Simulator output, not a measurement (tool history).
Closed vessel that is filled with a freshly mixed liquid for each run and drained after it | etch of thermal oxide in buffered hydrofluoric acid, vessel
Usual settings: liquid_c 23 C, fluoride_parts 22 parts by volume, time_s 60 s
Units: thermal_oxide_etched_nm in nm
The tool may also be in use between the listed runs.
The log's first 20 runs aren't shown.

run    hour  liquid_c  fluoride_parts  time_s  wafers since the last listed run  hours since the thermometer was replaced  hours since the hydrofluoric acid flow meter was replaced  hours since the gauge calibration  read-back film thickness of the thermal oxide reference wafer, read on the same gauge (nm)  thermal_oxide_etched_nm
 21  1400.5        23              22      60                              9166                                     800.7                                                      712.8                              430.6                                                                                       29.98                    30.08
 22  1472.2      20.5            17.5      95                              6338                                     872.4                                                      784.5                              502.3                                                                                          30                    50.52
 23  1559.7      20.5              22      60                              7734                                     959.9                                                        872                              589.8                                                                                       29.97                    26.57
 24  1633.2        23              22      40                              6497                                    1033.4                                                      945.5                              663.3                                                                                       29.99                    19.91
 25  1712.4        23              22      60                              7001                                    1112.6                                                     1024.7                              742.5                                                                                       30.02                    29.96
 26    1777        23              29      90                              5710                                    1177.2                                                     1089.3                              807.1                                                                                       29.97                    37.54
 27  1831.6        23              15      60                              4826                                    1231.8                                                     1143.9                              861.7                                                                                       30.01                    43.09
 28  1910.7        19              22      30                              6992                                    1310.9                                                       1223                              940.8                                                                                       29.97                    11.99
 29    2035      26.5            17.5      30                             10987                                    1435.2                                                     1347.3                             1065.1                                                                                       29.98                    22.17
 30  2121.8        23              22      30                              7672                                      1522                                                     1434.1                             1151.9                                                                                       29.96                    14.99
     2190.9  -- hydrofluoric acid flow meter replaced
     2212.9  -- thermometer replaced
 31  2215.8      25.5              19      60                              8132                                       2.9                                                       24.9                             1245.9                                                                                       30.03                    38.68
 32  2288.8      26.5            17.5      30                              6453                                      75.9                                                       97.9                             1318.9                                                                                       30.01                    22.17
 33  2387.1      20.5              14      80                              8689                                     174.2                                                      196.2                             1417.2                                                                                       29.98                    53.26

4 ways to go on from here, each from the tool as it stands after run 33. What would each give?
  A  2387.8        21              22      60                                61                                     174.9                                                      196.9                             1417.9                                                                                           ?                        ?
  B  2387.8        19              25      60                                61                                     174.9                                                      196.9                             1417.9                                                                                           ?                        ?
  C  2387.8      18.5              30      60                                61                                     174.9                                                      196.9                             1417.9                                                                                           ?                        ?
  D  2387.8        25              22      75                                61                                     174.9                                                      196.9                             1417.9                                                                                           ?                        ?

run  read-back film thickness of the thermal oxide reference wafer, read on the same gauge (nm)  thermal_oxide_etched_nm
  A                                                                                       30.07                    27.15
  B                                                                                       30.07                    22.21
  C                                                                                       30.07                    19.03
  D                                                                                       30.07                    42.32
Without the tool's hidden state the same runs would have given:
run  thermal_oxide_etched_nm
  A                    27.15
  B                    22.21
  C                    19.03
  D                    42.32
